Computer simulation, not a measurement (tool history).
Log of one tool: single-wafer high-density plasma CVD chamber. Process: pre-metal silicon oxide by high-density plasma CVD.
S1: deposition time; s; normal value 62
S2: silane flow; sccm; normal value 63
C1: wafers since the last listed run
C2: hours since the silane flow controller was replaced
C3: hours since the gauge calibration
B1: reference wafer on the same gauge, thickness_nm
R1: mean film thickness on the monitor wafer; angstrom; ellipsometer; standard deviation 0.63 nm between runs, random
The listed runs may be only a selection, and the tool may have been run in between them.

run 1 hour=0 | S1=56 S2=63 | C1=0 C2=3614.9 C3=76.6 | B1=386.977 | R1=3783.85
run 2 hour=8.5 | S1=62 S2=63 | C1=207 C2=3623.4 C3=85.1 | B1=387.09 | R1=4195.36
run 3 hour=16.6 | S1=62 S2=63 | C1=197 C2=3631.5 C3=93.2 | B1=386.846 | R1=4187.75
run 4 hour=31.4 | S1=56 S2=69 | C1=360 C2=3646.3 C3=108 | B1=386.997 | R1=4052.76
run 5 hour=83.4 | S1=56 S2=69 | C1=1266 C2=3698.3 C3=160 | B1=387.029 | R1=4043.69
run 6 hour=93.1 | S1=56 S2=69 | C1=236 C2=3708 C3=169.7 | B1=387.148 | R1=4043.23
-- hour=94.3 gauge calibrated
run 7 hour=115.9 | S1=62 S2=63 | C1=555 C2=3730.8 C3=21.6 | B1=386.849 | R1=4193.55
run 8 hour=132.8 | S1=62 S2=63 | C1=411 C2=3747.7 C3=38.5 | B1=387.011 | R1=4190.3
run 9 hour=143.4 | S1=62 S2=63 | C1=258 C2=3758.3 C3=49.1 | B1=387.037 | R1=4193.61
run 10 hour=153.2 | S1=62 S2=63 | C1=238 C2=3768.1 C3=58.9 | B1=387.017 | R1=4182.17
run 11 hour=170.3 | S1=62 S2=63 | C1=416 C2=3785.2 C3=76 | B1=386.72 | R1=4187.61
run 12 hour=187.4 | S1=62 S2=63 | C1=416 C2=3802.3 C3=93.1 | B1=386.905 | R1=4183.65
run 13 hour=201.1 | S1=62 S2=63 | C1=333 C2=3816 C3=106.8 | B1=387.191 | R1=4175.14
run 14 hour=208 | S1=62 S2=63 | C1=168 C2=3822.9 C3=113.7 | B1=386.938 | R1=4187.41
-- hour=220.4 silane flow controller replaced
run 15 hour=223.7 | S1=50.4 S2=66 | C1=187 C2=3.3 C3=129.4 | B1=387.108 | R1=3513.35
run 16 hour=234.7 | S1=71.9 S2=68 | C1=267 C2=14.3 C3=140.4 | B1=386.931 | R1=5138.95
run 17 hour=243.9 | S1=66.2 S2=52 | C1=224 C2=23.5 C3=149.6 | B1=387.094 | R1=3886.78
run 18 hour=265.3 | S1=62 S2=68 | C1=521 C2=44.9 C3=171 | B1=386.919 | R1=4434.01
-- hour=266.1 gauge calibrated
run 19 hour=279.6 | S1=50.2 S2=72 | C1=348 C2=59.2 C3=13.5 | B1=386.916 | R1=3750.23
run 20 hour=286.9 | S1=62 S2=63 | C1=177 C2=66.5 C3=20.8 | B1=387.053 | R1=4183.1
run 21 hour=293.9 | S1=52.9 S2=74 | C1=170 C2=73.5 C3=27.8 | B1=386.863 | R1=4035.07
run 22 hour=341.8 | S1=62 S2=63 | C1=1166 C2=121.4 C3=75.7 | B1=387.129 | R1=4188.96
run 23 hour=351.4 | S1=49.9 S2=75 | C1=233 C2=131 C3=85.3 | B1=386.943 | R1=3831.66
run 24 hour=365.2 | S1=57.4 S2=66 | C1=336 C2=144.8 C3=99.1 | B1=387.056 | R1=4011.03

Describe how what the log doesn't record of the tool's condition differs between the last listed run preceding each entry between runs and the first listed run following it.
In the gap between runs 6 and 7: gauge calibrated (hour 94.3)
  the hidden state is the same at both runs
In the gap between runs 14 and 15: silane flow controller replaced (hour 220.4)
  the hidden state is the same at both runs
In the gap between runs 18 and 19: gauge calibrated (hour 266.1)
  the hidden state is the same at both runs
